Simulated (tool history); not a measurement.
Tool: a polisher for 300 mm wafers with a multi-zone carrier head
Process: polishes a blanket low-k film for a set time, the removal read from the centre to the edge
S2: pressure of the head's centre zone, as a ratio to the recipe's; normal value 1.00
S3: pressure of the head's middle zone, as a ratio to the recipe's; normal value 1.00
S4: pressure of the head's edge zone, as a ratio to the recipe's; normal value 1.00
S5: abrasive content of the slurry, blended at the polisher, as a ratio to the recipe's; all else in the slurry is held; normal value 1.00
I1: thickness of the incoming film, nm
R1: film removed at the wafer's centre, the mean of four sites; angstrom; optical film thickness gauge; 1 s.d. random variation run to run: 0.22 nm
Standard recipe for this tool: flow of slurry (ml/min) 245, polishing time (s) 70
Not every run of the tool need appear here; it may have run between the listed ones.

run 1 day=0.000 | flow_of_slurry_(ml/min)=245 S2=0.92 S3=1.00 S4=1.04 S5=1.00 polishing_time_(s)=70 | I1=423.1 | R1=257
run 2 day=0.792 | flow_of_slurry_(ml/min)=245 S2=0.92 S3=1.00 S4=1.04 S5=1.00 polishing_time_(s)=70 | I1=424.0 | R1=260
run 3 day=2.067 | flow_of_slurry_(ml/min)=245 S2=1.00 S3=1.00 S4=1.00 S5=1.00 polishing_time_(s)=70 | I1=430.5 | R1=280
run 4 day=2.704 | flow_of_slurry_(ml/min)=245 S2=1.00 S3=1.00 S4=1.00 S5=1.00 polishing_time_(s)=70 | I1=431.7 | R1=281
run 5 day=3.483 | flow_of_slurry_(ml/min)=245 S2=1.00 S3=1.00 S4=1.00 S5=1.00 polishing_time_(s)=70 | I1=424.6 | R1=280
-- day=3.921 worn pad replaced by a new one
run 6 day=4.542 | flow_of_slurry_(ml/min)=245 S2=1.00 S3=1.00 S4=1.00 S5=1.00 polishing_time_(s)=70 | I1=435.5 | R1=283
run 7 day=5.883 | flow_of_slurry_(ml/min)=245 S2=1.00 S3=1.00 S4=1.00 S5=1.00 polishing_time_(s)=70 | I1=434.8 | R1=279
-- day=6.312 carrier head's membrane replaced by a new one
run 8 day=6.433 | flow_of_slurry_(ml/min)=245 S2=1.00 S3=1.00 S4=1.00 S5=1.00 polishing_time_(s)=70 | I1=428.1 | R1=280
run 9 day=7.779 | flow_of_slurry_(ml/min)=245 S2=1.00 S3=1.00 S4=1.00 S5=1.00 polishing_time_(s)=70 | I1=437.6 | R1=282
-- day=7.996 worn pad replaced by a new one
-- day=8.033 edge zone pressure recalibrated
run 10 day=10.829 | flow_of_slurry_(ml/min)=245 S2=1.00 S3=1.00 S4=1.00 S5=1.00 polishing_time_(s)=70 | I1=421.5 | R1=284
-- day=12.229 worn pad replaced by a new one
run 11 day=12.250 | flow_of_slurry_(ml/min)=245 S2=1.00 S3=1.00 S4=1.00 S5=1.00 polishing_time_(s)=70 | I1=436.0 | R1=277
run 12 day=12.629 | flow_of_slurry_(ml/min)=245 S2=0.91 S3=1.04 S4=0.89 S5=1.00 polishing_time_(s)=70 | I1=428.2 | R1=254
run 13 day=13.133 | flow_of_slurry_(ml/min)=245 S2=1.04 S3=1.00 S4=1.00 S5=1.00 polishing_time_(s)=70 | I1=425.5 | R1=292
-- day=14.071 slurry nozzle cleaned
run 14 day=14.308 | flow_of_slurry_(ml/min)=245 S2=1.00 S3=1.00 S4=1.00 S5=1.00 polishing_time_(s)=70 | I1=433.7 | R1=284
-- day=15.400 centre zone pressure recalibrated
-- day=15.575 worn pad replaced by a new one
run 15 day=15.750 | flow_of_slurry_(ml/min)=315 S2=1.00 S3=1.00 S4=1.00 S5=0.85 polishing_time_(s)=70 | I1=430.0 | R1=273
run 16 day=17.046 | flow_of_slurry_(ml/min)=190 S2=0.97 S3=1.06 S4=0.90 S5=1.00 polishing_time_(s)=70 | I1=429.7 | R1=261
run 17 day=18.025 | flow_of_slurry_(ml/min)=215 S2=1.00 S3=1.00 S4=1.00 S5=1.00 polishing_time_(s)=70 | I1=435.5 | R1=274
run 18 day=19.008 | flow_of_slurry_(ml/min)=245 S2=1.00 S3=1.00 S4=1.00 S5=1.00 polishing_time_(s)=70 | I1=432.3 | R1=282
-- day=19.338 worn pad replaced by a new one
run 19 day=19.575 | flow_of_slurry_(ml/min)=245 S2=1.04 S3=0.97 S4=1.00 S5=1.00 polishing_time_(s)=70 | I1=428.1 | R1=295

Consider 3 possible next runs. They are alternatives, not a sequence: every one starts from the tool as it was left by run 19. What does each give?
run A day=19.592 | flow_of_slurry_(ml/min)=245 S2=1.00 S3=1.00 S4=1.00 S5=1.00 polishing_time_(s)=83 | I1=431.7 | R1=?
run B day=19.592 | flow_of_slurry_(ml/min)=310 S2=1.00 S3=1.00 S4=1.00 S5=0.75 polishing_time_(s)=54 | I1=431.7 | R1=?
run C day=19.592 | flow_of_slurry_(ml/min)=245 S2=1.00 S3=1.00 S4=1.09 S5=1.00 polishing_time_(s)=80 | I1=431.7 | R1=?

run=A R1=335
run=B R1=202
run=C R1=323
The same runs, with their run-to-run variation unchanged, on a tool lacking any hidden condition would have given:
run=A R1=335
run=B R1=202
run=C R1=323

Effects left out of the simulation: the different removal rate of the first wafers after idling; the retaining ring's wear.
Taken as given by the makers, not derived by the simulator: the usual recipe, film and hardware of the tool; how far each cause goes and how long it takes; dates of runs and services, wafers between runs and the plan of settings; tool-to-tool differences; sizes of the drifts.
